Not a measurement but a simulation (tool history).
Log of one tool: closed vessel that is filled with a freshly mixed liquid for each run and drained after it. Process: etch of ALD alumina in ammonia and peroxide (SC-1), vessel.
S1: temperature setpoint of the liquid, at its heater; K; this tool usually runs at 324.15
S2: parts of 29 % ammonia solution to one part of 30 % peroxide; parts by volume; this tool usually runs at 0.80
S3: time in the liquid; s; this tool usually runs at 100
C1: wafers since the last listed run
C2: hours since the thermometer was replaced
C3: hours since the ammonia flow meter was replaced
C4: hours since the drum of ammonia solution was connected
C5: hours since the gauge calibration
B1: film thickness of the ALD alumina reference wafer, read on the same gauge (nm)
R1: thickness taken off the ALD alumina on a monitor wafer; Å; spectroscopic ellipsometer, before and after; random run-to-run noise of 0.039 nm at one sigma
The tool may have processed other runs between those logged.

| run | hour | S1 | S2 | S3 | C1 | C2 | C3 | C4 | C5 | B1 | R1 |
|---|---|---|---|---|---|---|---|---|---|---|---|
| 1 | 0.0 | 324.15 | 0.80 | 100 | 0 | 1796.6 | 1464.9 | 1.9 | 368.5 | 40.016 | 43.99 |
| 2 | 16.3 | 324.15 | 0.80 | 85 | 1017 | 1812.9 | 1481.2 | 18.2 | 384.8 | 40.005 | 37.70 |
| 3 | 30.3 | 324.15 | 0.55 | 100 | 873 | 1826.9 | 1495.2 | 32.2 | 398.8 | 40.017 | 42.72 |
| 4 | 37.6 | 324.15 | 0.55 | 100 | 455 | 1834.2 | 1502.5 | 39.5 | 406.1 | 39.997 | 42.58 |
| 5 | 54.4 | 324.15 | 0.55 | 100 | 1048 | 1851.0 | 1519.3 | 56.3 | 422.9 | 40.011 | 42.62 |
| 6 | 60.9 | 322.15 | 0.80 | 100 | 405 | 1857.5 | 1525.8 | 62.8 | 429.4 | 39.996 | 39.75 |
| 7 | 98.2 | 317.65 | 1.00 | 40 | 2327 | 1894.8 | 1563.1 | 100.1 | 466.7 | 39.993 | 12.65 |
| 8 | 107.0 | 324.15 | 0.80 | 100 | 549 | 1903.6 | 1571.9 | 108.9 | 475.5 | 40.004 | 44.53 |
| 9 | 113.1 | 324.15 | 0.45 | 140 | 380 | 1909.7 | 1578.0 | 115.0 | 481.6 | 40.002 | 58.67 |
| 10 | 129.8 | 324.15 | 0.80 | 50 | 1042 | 1926.4 | 1594.7 | 131.7 | 498.3 | 39.987 | 22.23 |
|  | 132.7 | gauge calibrated |
|  | 137.7 | thermometer replaced |
| 11 | 144.7 | 324.15 | 0.80 | 100 | 867 | 7.0 | 1609.6 | 146.6 | 12.0 | 39.998 | 50.16 |
| 12 | 152.1 | 319.15 | 0.80 | 55 | 461 | 14.4 | 1617.0 | 154.0 | 19.4 | 39.998 | 20.91 |
| 13 | 167.9 | 324.15 | 0.80 | 50 | 985 | 30.2 | 1632.8 | 169.8 | 35.2 | 40.016 | 25.17 |
|  | 172.8 | ammonia flow meter replaced |
| 14 | 173.9 | 318.15 | 0.80 | 60 | 312 | 36.2 | 1.1 | 175.8 | 41.2 | 39.973 | 21.50 |
| 15 | 187.7 | 324.15 | 1.15 | 100 | 861 | 50.0 | 14.9 | 189.6 | 55.0 | 40.022 | 51.58 |
| 16 | 194.4 | 324.15 | 0.80 | 100 | 418 | 56.7 | 21.6 | 196.3 | 61.7 | 39.998 | 50.06 |
| 17 | 208.6 | 333.15 | 0.60 | 145 | 886 | 70.9 | 35.8 | 210.5 | 75.9 | 39.971 | 113.00 |
| 18 | 221.7 | 320.65 | 0.45 | 120 | 817 | 84.0 | 48.9 | 223.6 | 89.0 | 40.026 | 46.45 |
| 19 | 230.7 | 324.15 | 0.90 | 100 | 561 | 93.0 | 57.9 | 232.6 | 98.0 | 40.014 | 51.50 |
| 20 | 245.1 | 324.15 | 0.65 | 155 | 898 | 107.4 | 72.3 | 247.0 | 112.4 | 39.999 | 75.30 |
| 21 | 255.5 | 315.65 | 0.80 | 130 | 648 | 117.8 | 82.7 | 257.4 | 122.8 | 40.014 | 40.10 |
| 22 | 304.3 | 324.15 | 0.80 | 100 | 3045 | 166.6 | 131.5 | 306.2 | 171.6 | 39.986 | 49.55 |
| 23 | 315.2 | 324.15 | 0.80 | 100 | 680 | 177.5 | 142.4 | 317.1 | 182.5 | 39.975 | 49.65 |
| 24 | 330.1 | 329.15 | 0.90 | 145 | 929 | 192.4 | 157.3 | 332.0 | 197.4 | 40.007 | 95.55 |
| 25 | 343.7 | 314.65 | 0.80 | 100 | 848 | 206.0 | 170.9 | 345.6 | 211.0 | 40.007 | 28.93 |
| 26 | 360.6 | 324.15 | 0.80 | 100 | 1054 | 222.9 | 187.8 | 362.5 | 227.9 | 40.022 | 49.90 |
| 27 | 374.4 | 315.65 | 1.05 | 155 | 861 | 236.7 | 201.6 | 376.3 | 241.7 | 39.999 | 48.04 |
| 28 | 386.1 | 332.15 | 0.80 | 100 | 730 | 248.4 | 213.3 | 388.0 | 253.4 | 40.003 | 74.84 |
| 29 | 394.1 | 324.15 | 0.80 | 100 | 499 | 256.4 | 221.3 | 396.0 | 261.4 | 39.996 | 48.80 |

A few steps of R1 between consecutive runs. Split each: what settings, incoming material and random variation would produce without the hidden state, and what is left over for the hidden state, along with gauge scatter present in only one of the two compared results (measured, and without hidden state):
The hidden state here: liquid colder than its thermometer reads (K); ammonia flow above the setpoint (%); ammonia solution weaker than its label (%); gauge reads high (%).
Run 7 -> 8: S1 317.65 -> 324.15, S2 1.00 -> 0.80, S3 40 -> 100. R1 +31.88 Å: hidden state -4.58, all else +36.46.
Run 9 -> 10: S2 0.45 -> 0.80, S3 140 -> 50. R1 -36.44 Å: hidden state +5.34, all else -41.78.
Run 17 -> 18: S1 333.15 -> 320.65, S2 0.60 -> 0.45, S3 145 -> 120. R1 -66.55 Å: hidden state +0.71, all else -67.26.
Run 24 -> 25: S1 329.15 -> 314.65, S2 0.90 -> 0.80, S3 145 -> 100. R1 -66.62 Å: hidden state +1.21, all else -67.83.
